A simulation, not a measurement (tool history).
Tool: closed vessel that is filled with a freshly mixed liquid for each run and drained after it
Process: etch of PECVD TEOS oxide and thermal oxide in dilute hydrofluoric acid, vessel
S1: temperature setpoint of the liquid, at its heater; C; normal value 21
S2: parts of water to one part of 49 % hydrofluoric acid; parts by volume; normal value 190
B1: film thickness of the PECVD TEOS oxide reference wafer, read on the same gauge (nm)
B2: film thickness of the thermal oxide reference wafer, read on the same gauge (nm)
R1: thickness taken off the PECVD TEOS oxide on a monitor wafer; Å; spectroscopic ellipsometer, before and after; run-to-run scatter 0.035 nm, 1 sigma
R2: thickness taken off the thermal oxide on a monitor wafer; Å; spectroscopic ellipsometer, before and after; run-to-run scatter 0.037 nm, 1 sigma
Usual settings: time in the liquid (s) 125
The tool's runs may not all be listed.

Run 1, hour 0.0: usual settings; B1 70.03; B2 89.995. Result: R1 78.3 Å, R2 23.74 Å.
Run 2, hour 27.4: usual settings; B1 69.98; B2 89.993. Result: R1 78.2 Å, R2 23.99 Å.
Run 3, hour 59.2: usual settings; B1 70.00; B2 90.008. Result: R1 78.5 Å, R2 23.35 Å.
Run 4, hour 139.7: usual settings; B1 69.99; B2 89.997. Result: R1 78.5 Å, R2 24.24 Å.
Run 5, hour 166.2: usual settings but S1 22 C, S2 250 parts by volume; B1 69.99; B2 90.013. Result: R1 58.2 Å, R2 17.45 Å.
Run 6, hour 185.4: usual settings; B1 69.97; B2 90.013. Result: R1 78.0 Å, R2 24.70 Å.
Run 7, hour 204.4: usual settings; B1 70.02; B2 90.001. Result: R1 77.9 Å, R2 24.20 Å.
Run 8, hour 235.3: usual settings; B1 70.02; B2 90.027. Result: R1 78.5 Å, R2 24.01 Å.
Run 9, hour 253.2: usual settings; B1 70.00; B2 89.988. Result: R1 78.5 Å, R2 24.74 Å.
At hour 260.7: gauge calibrated.
Run 10, hour 287.3: usual settings; B1 69.98; B2 90.007. Result: R1 78.5 Å, R2 23.45 Å.
Run 11, hour 314.6: usual settings; B1 69.99; B2 89.999. Result: R1 78.3 Å, R2 24.12 Å.
Run 12, hour 338.5: usual settings; B1 69.99; B2 90.007. Result: R1 79.0 Å, R2 23.73 Å.
Run 13, hour 359.3: usual settings but S1 19 C, time in the liquid (s) 165; B1 69.96; B2 90.004. Result: R1 96.3 Å, R2 29.72 Å.
At hour 395.4: hydrofluoric acid flow meter replaced.
Run 14, hour 422.4: usual settings but time in the liquid (s) 155; B1 70.00; B2 90.018. Result: R1 102.3 Å, R2 31.13 Å.
Run 15, hour 441.7: usual settings but S1 23 C, S2 245 parts by volume, time in the liquid (s) 60; B1 69.98; B2 89.999. Result: R1 31.2 Å, R2 9.61 Å.

What will run 16 give?
Run 16, hour 513.1: usual settings; B1 ?; B2 ?. Result: R1 ?, R2 ?.

{"run 16": {"B1": 70.02, "B2": 89.996, "R1": 82.4, "R2": 24.49}}
Take away the tool's hidden state, keep the run-to-run variation as it was, and the same run would have given R1 81.2 Å, R2 24.10 Å.
